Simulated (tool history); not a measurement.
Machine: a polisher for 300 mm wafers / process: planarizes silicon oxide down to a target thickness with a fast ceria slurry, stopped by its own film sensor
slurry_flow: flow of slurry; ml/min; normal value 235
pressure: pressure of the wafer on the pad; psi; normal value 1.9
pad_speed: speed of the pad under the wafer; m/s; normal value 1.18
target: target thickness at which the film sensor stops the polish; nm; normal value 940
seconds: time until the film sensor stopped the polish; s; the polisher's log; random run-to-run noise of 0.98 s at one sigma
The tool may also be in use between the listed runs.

run,hour,slurry_flow,pressure,pad_speed,target,"incoming thickness of the incoming film, nm",seconds
1,0,235,1.9,1.18,858,1766.3,85.1
2,33,235,1.9,0.96,815,1731.3,105.6
3,76.3,235,1.9,0.96,815,1748,107.9
4,131.7,215,1.9,1.18,940,1730.9,75.2
5,202.1,215,1.9,1.18,940,1729.2,74.6
# hour 211: worn pad replaced by a new one
# hour 220.9: slurry nozzle cleaned
6,286,215,1.9,1.18,940,1698.8,70.3
7,325.5,235,1.9,0.88,940,1718.2,98.4
8,351.4,235,1.9,1.18,940,1768.7,78.7
9,375.6,235,1.9,1.18,940,1742.7,73.5
# hour 398.4: head pressure recalibrated
10,405.3,235,1.9,1.18,940,1762.2,76.5
11,429.9,235,1.9,1.08,940,1739.8,82.6
12,487.3,235,1.6,1.18,940,1712.2,86.6
13,519.8,235,1.6,1.18,940,1740.9,89.9
# hour 545.5: slurry nozzle cleaned
14,576.6,235,1.6,1.18,940,1726.6,89.7
# hour 599.2: worn pad replaced by a new one
15,606.8,235,1.9,1.18,940,1737.8,71.8
16,638.8,235,1.9,1.18,940,1715.5,69.9
17,676,235,1.9,1.18,940,1706,71.2
18,726.2,235,1.9,1.18,940,1726.9,72.6
19,757.5,235,1.9,1.18,940,1715.4,73
20,785.6,235,1.9,1.18,940,1723.7,73.6
21,825.2,235,1.9,1.18,858,1745.2,85.4
22,880.9,255,1.9,1.46,1082,1754.1,52.3
23,908.5,235,1.9,1.18,940,1731.3,76.9
# hour 923.7: worn pad replaced by a new one
# hour 927.6: slurry nozzle cleaned
24,966,215,1.9,1.18,940,1718.3,71
# hour 984.2: head pressure recalibrated
25,999.8,300,1.9,1.18,940,1739.6,72.9
26,1043.8,285,1.7,0.84,940,1711.2,112.2
27,1248.4,235,2.3,1.18,1163,1728.2,44.2
# hour 1289.5: worn pad replaced by a new one
28,1297.9,235,1.9,0.86,940,1727.1,96.2
# hour 1299.9: slurry nozzle cleaned
29,1353.8,235,1.9,1.18,940,1706,70.1
30,1406.8,235,1.7,1.38,940,1735.4,70.8
31,1460.3,190,1.9,1.44,940,1737.6,61.9
32,1493,300,1.9,0.9,940,1743.1,98.1
# hour 1539.4: head pressure recalibrated
33,1547.1,235,2.2,1.34,851,1763.7,67.2
# hour 1607.5: slurry nozzle cleaned
34,1612.1,195,1.9,0.88,940,1732.3,103.5

What will run 35 give?
# hour 1626.8: worn pad replaced by a new one
35,1682.5,235,2.2,1.18,736,1709,?

{"run 35": {"seconds": 76.9}}
With no hidden state in the tool, this same run would have given seconds 73.7 s.
